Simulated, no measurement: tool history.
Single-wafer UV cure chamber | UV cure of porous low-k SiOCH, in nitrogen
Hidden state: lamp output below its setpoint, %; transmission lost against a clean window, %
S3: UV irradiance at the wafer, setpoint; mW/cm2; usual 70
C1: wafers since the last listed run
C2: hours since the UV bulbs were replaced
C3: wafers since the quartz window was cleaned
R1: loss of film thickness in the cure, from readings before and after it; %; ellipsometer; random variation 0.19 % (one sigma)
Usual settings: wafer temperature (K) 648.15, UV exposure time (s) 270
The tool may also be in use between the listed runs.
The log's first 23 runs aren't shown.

At hour 540.7: UV bulbs replaced.
Run 24, hour 543.6: usual settings but wafer temperature (K) 666.15, S3 47 mW/cm2; C1 255; C2 2.9; C3 1411. Result: R1 10.950 %.
Run 25, hour 617.3: usual settings but UV exposure time (s) 205, S3 41 mW/cm2; C1 839; C2 76.6; C3 2250. Result: R1 8.588 %.
Run 26, hour 649.0: usual settings but UV exposure time (s) 120; C1 360; C2 108.3; C3 2611. Result: R1 8.134 %.
At hour 665.1: quartz window cleaned.
Run 27, hour 665.6: usual settings but UV exposure time (s) 350; C1 97; C2 124.9; C3 5. Result: R1 14.020 %.
Run 28, hour 687.0: usual settings but UV exposure time (s) 335; C1 243; C2 146.3; C3 249. Result: R1 13.973 %.
Run 29, hour 711.0: usual settings but wafer temperature (K) 638.15, UV exposure time (s) 415, S3 95 mW/cm2; C1 273; C2 170.3; C3 522. Result: R1 16.262 %.
Run 30, hour 741.4: usual settings but wafer temperature (K) 636.15, S3 40 mW/cm2; C1 346; C2 200.7; C3 869. Result: R1 9.726 %.
Run 31, hour 773.9: usual settings but wafer temperature (K) 660.15; C1 370; C2 233.2; C3 1239. Result: R1 12.922 %.
Run 32, hour 786.9: usual settings but S3 49 mW/cm2; C1 148; C2 246.2; C3 1387. Result: R1 10.624 %.
Run 33, hour 808.9: usual settings; C1 250; C2 268.2; C3 1637. Result: R1 12.572 %.
Run 34, hour 822.0: usual settings but wafer temperature (K) 660.15, UV exposure time (s) 375, S3 49 mW/cm2; C1 149; C2 281.3; C3 1786. Result: R1 12.609 %.
Run 35, hour 849.2: usual settings but wafer temperature (K) 659.15, UV exposure time (s) 180; C1 309; C2 308.5; C3 2096. Result: R1 10.672 %.
Run 36, hour 875.5: usual settings; C1 299; C2 334.8; C3 2396. Result: R1 12.258 %.
Run 37, hour 892.2: usual settings but UV exposure time (s) 325; C1 190; C2 351.5; C3 2586. Result: R1 13.488 %.
Run 38, hour 910.8: usual settings but wafer temperature (K) 660.15, UV exposure time (s) 320, S3 89 mW/cm2; C1 211; C2 370.1; C3 2798. Result: R1 14.730 %.
Run 39, hour 926.6: usual settings; C1 179; C2 385.9; C3 2978. Result: R1 12.562 %.
Run 40, hour 939.7: usual settings; C1 149; C2 399.0; C3 3127. Result: R1 12.214 %.

Forecast each of these 3 alternatives for the next run:
Run A, hour 940.1: usual settings but wafer temperature (K) 636.15; C1 4; C2 399.4; C3 3131. Result: R1 ?.
Run B, hour 940.1: usual settings but wafer temperature (K) 639.15, UV exposure time (s) 430, S3 107 mW/cm2; C1 4; C2 399.4; C3 3131. Result: R1 ?.
Run C, hour 940.1: usual settings but wafer temperature (K) 656.15, UV exposure time (s) 420, S3 106 mW/cm2; C1 4; C2 399.4; C3 3131. Result: R1 ?.

run      R1
  A  11.820
  B  16.456
  C  16.656
Without the tool's hidden state the same runs would have given:
run      R1
  A  12.543
  B  17.236
  C  17.437
